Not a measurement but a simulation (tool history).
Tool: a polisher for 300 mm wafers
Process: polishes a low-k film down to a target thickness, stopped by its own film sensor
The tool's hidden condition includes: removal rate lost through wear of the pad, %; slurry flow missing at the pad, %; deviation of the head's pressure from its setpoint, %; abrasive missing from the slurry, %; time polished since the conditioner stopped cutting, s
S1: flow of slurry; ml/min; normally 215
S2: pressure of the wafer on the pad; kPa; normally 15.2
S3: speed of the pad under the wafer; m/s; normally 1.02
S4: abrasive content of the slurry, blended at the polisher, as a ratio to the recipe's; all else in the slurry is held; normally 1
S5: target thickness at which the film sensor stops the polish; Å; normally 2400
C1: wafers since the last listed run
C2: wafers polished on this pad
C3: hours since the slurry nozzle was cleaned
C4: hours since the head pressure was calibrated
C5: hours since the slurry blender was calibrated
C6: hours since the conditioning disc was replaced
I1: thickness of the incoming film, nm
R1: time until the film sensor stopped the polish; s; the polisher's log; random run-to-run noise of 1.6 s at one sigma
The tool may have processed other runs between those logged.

run 1 day=0 | S1=215 S2=15.2 S3=1.02 S4=1.2 S5=2400 | C1=0 C2=45 C3=303.7 C4=747.6 C5=250.3 C6=146.3 | I1=291.3 | R1=112.2
run 2 day=1.033 | S1=215 S2=15.2 S3=1.02 S4=1.2 S5=2400 | C1=138 C2=184 C3=328.5 C4=772.4 C5=275.1 C6=171.1 | I1=287.1 | R1=102.2
-- day=1.35 conditioning disc replaced and pad reconditioned
-- day=2.483 slurry blender recalibrated
run 3 day=2.504 | S1=215 S2=15.2 S3=1.02 S4=1.2 S5=2400 | C1=175 C2=359 C3=363.8 C4=807.7 C5=0.5 C6=27.7 | I1=287.2 | R1=95.4
run 4 day=3.658 | S1=215 S2=15.2 S3=1.02 S4=1.25 S5=2400 | C1=155 C2=514 C3=391.5 C4=835.4 C5=28.2 C6=55.4 | I1=287.6 | R1=96.9
run 5 day=4.35 | S1=215 S2=15.2 S3=1.02 S4=1.25 S5=2400 | C1=92 C2=607 C3=408.1 C4=852 C5=44.8 C6=72 | I1=290.8 | R1=101.3
run 6 day=5.358 | S1=215 S2=15.2 S3=1.02 S4=1.25 S5=2400 | C1=135 C2=742 C3=432.3 C4=876.2 C5=69 C6=96.2 | I1=293 | R1=106.1
run 7 day=6.65 | S1=215 S2=15.2 S3=1.02 S4=0.95 S5=2400 | C1=173 C2=916 C3=463.3 C4=907.2 C5=100 C6=127.2 | I1=288.4 | R1=121.5
run 8 day=7.342 | S1=215 S2=13.8 S3=1.02 S4=1 S5=2400 | C1=92 C2=1009 C3=479.9 C4=923.8 C5=116.6 C6=143.8 | I1=293.4 | R1=141.2
-- day=8.217 conditioning disc replaced and pad reconditioned
-- day=8.738 worn pad replaced by a new one
run 9 day=8.775 | S1=215 S2=13.8 S3=1.02 S4=1 S5=2400 | C1=158 C2=4 C3=514.3 C4=958.2 C5=151 C6=13.4 | I1=283.8 | R1=117
run 10 day=10.054 | S1=215 S2=15.2 S3=1.02 S4=1 S5=2400 | C1=171 C2=176 C3=545 C4=988.9 C5=181.7 C6=44.1 | I1=286.8 | R1=115.5
run 11 day=11.517 | S1=215 S2=15.2 S3=1.26 S4=1 S5=2400 | C1=196 C2=373 C3=580.1 C4=1024 C5=216.8 C6=79.2 | I1=289.1 | R1=102.6
run 12 day=12.842 | S1=215 S2=17.2 S3=0.84 S4=1 S5=2400 | C1=177 C2=551 C3=611.9 C4=1055.8 C5=248.6 C6=111 | I1=293.5 | R1=139.2
run 13 day=13.454 | S1=215 S2=15.2 S3=1.02 S4=1.25 S5=2400 | C1=82 C2=633 C3=626.6 C4=1070.5 C5=263.3 C6=125.7 | I1=291 | R1=108.6
run 14 day=14.271 | S1=215 S2=11.7 S3=1.02 S4=1.25 S5=2400 | C1=109 C2=742 C3=646.2 C4=1090.1 C5=282.9 C6=145.3 | I1=295 | R1=147.2
-- day=15.1 slurry blender recalibrated
run 15 day=15.121 | S1=215 S2=15.2 S3=1.14 S4=1 S5=2400 | C1=102 C2=845 C3=666.6 C4=1110.5 C5=0.5 C6=165.7 | I1=289 | R1=102.3
-- day=15.775 conditioning disc replaced and pad reconditioned
-- day=16.221 worn pad replaced by a new one
run 16 day=16.429 | S1=215 S2=20 S3=1.02 S4=1 S5=2400 | C1=142 C2=28 C3=698 C4=1141.9 C5=31.9 C6=15.7 | I1=295.7 | R1=100.8
run 17 day=17.571 | S1=215 S2=15.2 S3=1.02 S4=1 S5=2280 | C1=153 C2=181 C3=725.4 C4=1169.3 C5=59.3 C6=43.1 | I1=292.7 | R1=154.1

What does the tool deliver on the next run?
-- day=18.479 head pressure recalibrated
run 18 day=18.588 | S1=260 S2=11 S3=1.02 S4=1.2 S5=2400 | C1=125 C2=306 C3=749.8 C4=2.6 C5=83.7 C6=67.5 | I1=286.9 | R1=?

R1: 124.1 s
If the tool had no hidden condition, the same run with the same run-to-run variation would have returned R1 117.7 s.
